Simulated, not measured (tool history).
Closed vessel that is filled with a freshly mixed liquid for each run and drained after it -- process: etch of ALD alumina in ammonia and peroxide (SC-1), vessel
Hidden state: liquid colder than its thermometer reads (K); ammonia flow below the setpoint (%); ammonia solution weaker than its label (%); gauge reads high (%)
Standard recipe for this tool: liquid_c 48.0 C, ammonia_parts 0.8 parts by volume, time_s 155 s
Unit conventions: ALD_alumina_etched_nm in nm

| run | hour | liquid_c | ammonia_parts | time_s | wafers since the last listed run | hours since the thermometer was replaced | hours since the ammonia flow meter was replaced | hours since the drum of ammonia solution was connected | hours since the gauge calibration | read-back film thickness of the ALD alumina reference wafer, read on the same gauge (nm) | ALD_alumina_etched_nm |
|---|---|---|---|---|---|---|---|---|---|---|---|
| 1 | 0.0 | 44.5 | 0.6 | 155 | 0 | 1121.2 | 1884.7 | 328.1 | 575.6 | 29.98 | 4.59 |
|  | 13.0 | new drum of ammonia solution connected |
| 2 | 93.9 | 44.5 | 0.6 | 155 | 10529 | 1215.1 | 1978.6 | 80.9 | 669.5 | 30.01 | 4.60 |
| 3 | 174.1 | 44.5 | 0.6 | 155 | 9090 | 1295.3 | 2058.8 | 161.1 | 749.7 | 30.01 | 4.61 |
| 4 | 227.0 | 48.0 | 0.8 | 155 | 5995 | 1348.2 | 2111.7 | 214.0 | 802.6 | 30.00 | 5.76 |
| 5 | 307.3 | 48.0 | 0.8 | 155 | 9101 | 1428.5 | 2192.0 | 294.3 | 882.9 | 29.98 | 5.72 |
|  | 339.6 | new drum of ammonia solution connected |
| 6 | 357.1 | 48.0 | 0.8 | 155 | 5531 | 1478.3 | 2241.8 | 17.5 | 932.7 | 29.98 | 5.83 |
| 7 | 409.8 | 48.0 | 0.8 | 155 | 5973 | 1531.0 | 2294.5 | 70.2 | 985.4 | 29.97 | 5.75 |
| 8 | 511.4 | 48.0 | 0.8 | 155 | 11515 | 1632.6 | 2396.1 | 171.8 | 1087.0 | 29.97 | 5.65 |
|  | 538.2 | gauge calibrated |
| 9 | 579.2 | 48.0 | 0.8 | 130 | 7684 | 1700.4 | 2463.9 | 239.6 | 41.0 | 30.01 | 4.79 |
|  | 654.4 | new drum of ammonia solution connected |
|  | 662.5 | thermometer replaced |
| 10 | 687.1 | 48.0 | 0.9 | 155 | 12003 | 24.6 | 2571.8 | 32.7 | 148.9 | 29.99 | 5.99 |

The next listed run, before its measurement:
|  | 701.0 | ammonia flow meter replaced |
| 11 | 938.6 | 48.0 | 0.8 | 230 | 28392 | 276.1 | 237.6 | 284.2 | 400.4 | ? | ? |

Logged for run 11: read-back film thickness of the ALD alumina reference wafer, read on the same gauge (nm) 30.00, ALD_alumina_etched_nm 8.84 nm.
Without the tool's hidden state the same run would have given ALD_alumina_etched_nm 8.95 nm.
